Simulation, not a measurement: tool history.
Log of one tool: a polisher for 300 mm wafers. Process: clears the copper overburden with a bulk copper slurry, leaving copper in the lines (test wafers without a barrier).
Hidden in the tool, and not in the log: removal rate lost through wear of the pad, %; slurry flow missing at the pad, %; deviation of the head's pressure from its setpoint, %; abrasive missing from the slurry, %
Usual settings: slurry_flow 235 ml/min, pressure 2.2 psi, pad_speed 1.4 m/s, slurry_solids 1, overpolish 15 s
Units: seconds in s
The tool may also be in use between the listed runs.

run     day  slurry_flow  pressure  pad_speed  slurry_solids  overpolish  wafers since the last listed run  wafers polished on this pad  hours since the slurry nozzle was cleaned  hours since the head pressure was calibrated  hours since the slurry blender was calibrated  incoming thickness of the incoming film, nm  seconds
  1       0          235       2.2        1.4              1          15                                 0                          989                                      433.9                                        1082.8                                          175.2                                        723.8       83
  2   0.429          235       2.2        1.4              1          15                               118                         1108                                      444.2                                        1093.1                                          185.5                                        722.6     78.1
      0.838  -- worn pad replaced by a new one
  3   1.004          235       2.2        1.1              1          15                               113                           45                                        458                                        1106.9                                          199.3                                        720.1    101.3
  4   1.358          235       2.2        1.1              1          15                                98                          143                                      466.5                                        1115.4                                          207.8                                          701     96.9
  5   1.621          235       2.2        1.1              1          15                                72                          216                                      472.8                                        1121.7                                          214.1                                        708.7     98.8
  6   2.183          235       2.2        1.4              1          15                               155                          372                                      486.3                                        1135.2                                          227.6                                        709.3     79.9
  7   2.871          235       2.2        1.4              1          15                               190                          562                                      502.8                                        1151.7                                          244.1                                        722.2     82.2
  8   3.312          235       2.2        1.4              1          15                               122                          685                                      513.4                                        1162.3                                          254.7                                        713.9     79.7
  9   3.954          235       2.2        1.4              1          11                               177                          862                                      528.8                                        1177.7                                          270.1                                        706.8     78.9
 10   4.483          235       2.2        1.4              1          15                               146                         1009                                      541.5                                        1190.4                                          282.8                                        711.2     81.6
      4.996  -- head pressure recalibrated
      5.258  -- worn pad replaced by a new one
 11   6.333          235       2.2        1.4              1          15                               443                          297                                      585.9                                          32.1                                          327.2                                        712.9     76.8
 12   6.608          235       2.2        1.4              1          15                                76                          373                                      592.5                                          38.7                                          333.8                                        705.6     77.4
 13   7.117          235       2.2        1.4              1          15                               140                          514                                      604.7                                          50.9                                            346                                        714.5     79.9
 14   7.808          285       1.8        1.4            1.2          15                               191                          705                                      621.3                                          67.5                                          362.6                                        711.3     91.8
 15    8.45          200       1.6        1.4            1.2          23                               177                          883                                      636.7                                          82.9                                            378                                        707.4    106.4
 16   9.125          235       2.2        1.4            0.9          15                               186                         1070                                      652.9                                          99.1                                          394.2                                        723.6     82.3
 17   9.492          235       2.2        1.4              1          15                               101                         1172                                      661.7                                         107.9                                            403                                        715.5     78.7
 18  10.104          255       2.2       1.28              1          15                               169                         1341                                      676.4                                         122.6                                          417.7                                        718.1     89.4
     10.583  -- worn pad replaced by a new one
     10.712  -- slurry blender recalibrated
 19  10.733          235       2.8        1.4              1          15                               105                           18                                      691.5                                         137.7                                            0.5                                        718.3     61.6
 20  11.208          165       2.2        1.4           0.75          15                               131                          150                                      702.9                                         149.1                                           11.9                                        720.5     85.1
     11.388  -- slurry nozzle cleaned
 21  11.838          235       2.2        1.4              1          15                               162                          312                                       10.8                                         164.2                                             27                                        726.2     82.6
 22  12.442          235       2.2        1.4              1          19                               167                          480                                       25.3                                         178.7                                           41.5                                        717.8     79.5
 23  14.079          235       2.2        1.4              1          15                               453                          933                                       64.6                                           218                                           80.8                                        721.1     82.4
 24  14.496          175       2.2       1.74              1          15                               115                         1049                                       74.6                                           228                                           90.8                                        721.6     66.4

How the hidden state differs across the entries between the runs, from the last listed run before each to the first after it:
Between runs 2 and 3: worn pad replaced by a new one (day 0.838)
  no hidden state differs between the two runs
Between runs 10 and 11: head pressure recalibrated (day 4.996); worn pad replaced by a new one (day 5.258)
  no hidden state differs between the two runs
Between runs 18 and 19: worn pad replaced by a new one (day 10.583); slurry blender recalibrated (day 10.712)
  no hidden state differs between the two runs
Between runs 20 and 21: slurry nozzle cleaned (day 11.388)
  no hidden state differs between the two runs

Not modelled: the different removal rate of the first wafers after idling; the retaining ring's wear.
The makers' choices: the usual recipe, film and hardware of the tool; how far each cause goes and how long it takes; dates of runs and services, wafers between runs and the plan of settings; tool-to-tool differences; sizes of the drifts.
